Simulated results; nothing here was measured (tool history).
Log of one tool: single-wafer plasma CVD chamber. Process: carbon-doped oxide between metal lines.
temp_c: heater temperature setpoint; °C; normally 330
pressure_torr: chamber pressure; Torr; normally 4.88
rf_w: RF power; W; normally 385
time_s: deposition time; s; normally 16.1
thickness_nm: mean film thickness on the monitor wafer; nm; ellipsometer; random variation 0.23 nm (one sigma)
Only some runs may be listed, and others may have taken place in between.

run	day	temp_c	pressure_torr	rf_w	time_s	wafers since the last listed run	hours since the last thermocouple change	hours since the last RF generator calibration	hours since the last manometer calibration	hours since the showerhead was replaced	hours since the gauge calibration	read-back reference wafer on the same gauge, thickness_nm	thickness_nm
1	0	330	4.88	385	16.1	0	866.8	1626.8	734.3	2217.2	135.4	74.302	71.014
2	1.35	330	4.88	385	16.1	771	899.2	1659.2	766.7	2249.6	167.8	74.305	70.964
3	4.317	320	4.23	385	16.1	1694	970.4	1730.4	837.9	2320.8	239	74.307	71.762
4	7.125	330	4.88	385	16.1	1604	1037.8	1797.8	905.3	2388.2	306.4	74.262	70.551
5	8.821	330	4.88	385	16.1	968	1078.5	1838.5	946	2428.9	347.1	74.357	70.771
6	10.746	330	4.15	350	16.1	1099	1124.7	1884.7	992.2	2475.1	393.3	74.282	62.512
7	13.079	330	4.38	385	16.1	1333	1180.7	1940.7	1048.2	2531.1	449.3	74.246	69.177
8	15.529	330	4.38	385	16.1	1399	1239.5	1999.5	1107	2589.9	508.1	74.28	68.876
# day 16.683: RF generator calibrated
9	17.617	330	4.88	385	13.4	1002	1289.6	22.4	1157.1	2640	558.2	74.304	60.87
# day 19.408: thermocouple changed; heater temperature recalibrated
10	20.425	330	4.88	385	16.1	1413	24.4	89.8	1224.5	2707.4	625.6	74.307	73.187
# day 21.196: capacitance manometer re-zeroed and calibrated
11	22.575	330	4.37	385	14.6	1037	76	141.4	33.1	2759	677.2	74.373	64.973
# day 27.783: showerhead replaced
12	27.867	330	4.34	340	16.1	2832	203	268.4	160.1	2	804.2	74.348	63.033
13	30.692	330	4.88	385	16.1	1613	270.8	336.2	227.9	69.8	872	74.296	72.806
# day 31.721: gauge calibrated
14	33.571	336	4.04	385	14.8	1644	339.9	405.3	297	138.9	44.4	74.29	63.188
15	36.404	330	4.88	325	16.1	1618	407.9	473.3	365	206.9	112.4	74.295	61.071
16	37.992	330	4.88	385	16.1	906	446	511.4	403.1	245	150.5	74.291	71.97
17	40.875	316	4.88	385	16.1	1647	515.2	580.6	472.3	314.2	219.7	74.299	76.951

Per-run results on a tool with no hidden state, each run keeping its own random variation:
What the log doesn't record here: wafer temperature above the value expected at the setpoint (K); delivered RF power above the setpoint (%); true pressure above the setpoint (%); gauge reads high (%).
run	thickness_nm
1	73.296
2	73.29
3	74.216
4	73.059
5	73.345
6	64.845
7	71.835
8	71.605
9	60.985
10	73.417
11	65.24
12	63.444
13	73.372
14	63.761
15	61.731
16	72.768
17	77.906
